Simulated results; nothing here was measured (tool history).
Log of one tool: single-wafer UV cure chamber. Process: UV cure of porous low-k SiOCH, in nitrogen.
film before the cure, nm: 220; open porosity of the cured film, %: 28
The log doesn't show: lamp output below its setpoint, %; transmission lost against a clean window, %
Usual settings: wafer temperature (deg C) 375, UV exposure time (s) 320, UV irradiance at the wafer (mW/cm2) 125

run     day  wafer temperature (deg C)  UV exposure time (s)  UV irradiance at the wafer (mW/cm2)  wafers since the last listed run  hours since the UV bulbs were replaced  wafers since the quartz window was cleaned  loss of film thickness in the cure (%)
  1   0.000                        375                   320                                  125                                 0                                  1809.1                                        4263                                  17.840
  2   1.258                        375                   320                                  125                               157                                  1839.3                                        4420                                  17.805
  3   2.600                        375                   320                                  125                               167                                  1871.5                                        4588                                  17.501
  4   3.596                        375                   320                                  125                               124                                  1895.4                                        4712                                  17.734
  5   4.896                        375                   320                                  125                               162                                  1926.6                                        4874                                  17.610
      5.371  -- quartz window cleaned
  6   5.729                        375                   320                                  125                                62                                  1946.6                                          44                                  17.497
  7   6.438                        375                   320                                  125                                88                                  1963.6                                         133                                  17.728
  8   6.983                        375                   460                                  125                                68                                  1976.7                                         201                                  19.802
      8.221  -- UV bulbs replaced
  9   8.446                        375                   495                                  125                               140                                     5.4                                         342                                  22.863
 10   9.038                        375                   320                                  125                                73                                    19.6                                         416                                  20.100
 11  10.367                        382                   320                                  125                               165                                    51.5                                         582                                  20.328
 12  10.879                        375                   320                                  125                                63                                    63.8                                         645                                  20.001
 13  11.683                        394                   320                                   87                               100                                    83.1                                         746                                  18.606
 14  14.442                        370                   510                                  125                               344                                   149.3                                        1090                                  23.241
 15  14.975                        367                   415                                  136                                66                                   162.1                                        1157                                  22.347
 16  15.975                        387                   460                                   89                               124                                   186.1                                        1281                                  20.607
 17  16.767                        375                   320                                  112                                98                                   205.1                                        1380                                  19.271

4 ways to go on from here, each from the tool as it stands after run 17. What would each give?
  A  16.788                        375                   320                                  125                                 2                                   205.6                                        1383                                       ?
  B  16.788                        375                   395                                   86                                 2                                   205.6                                        1383                                       ?
  C  16.788                        375                   415                                  147                                 2                                   205.6                                        1383                                       ?
  D  16.788                        375                   480                                   96                                 2                                   205.6                                        1383                                       ?

run  loss of film thickness in the cure (%)
  A                                  20.095
  B                                  19.032
  C                                  22.874
  D                                  21.023
Without the tool's hidden state the same runs would have given:
run  loss of film thickness in the cure (%)
  A                                  20.517
  B                                  19.450
  C                                  23.299
  D                                  21.447
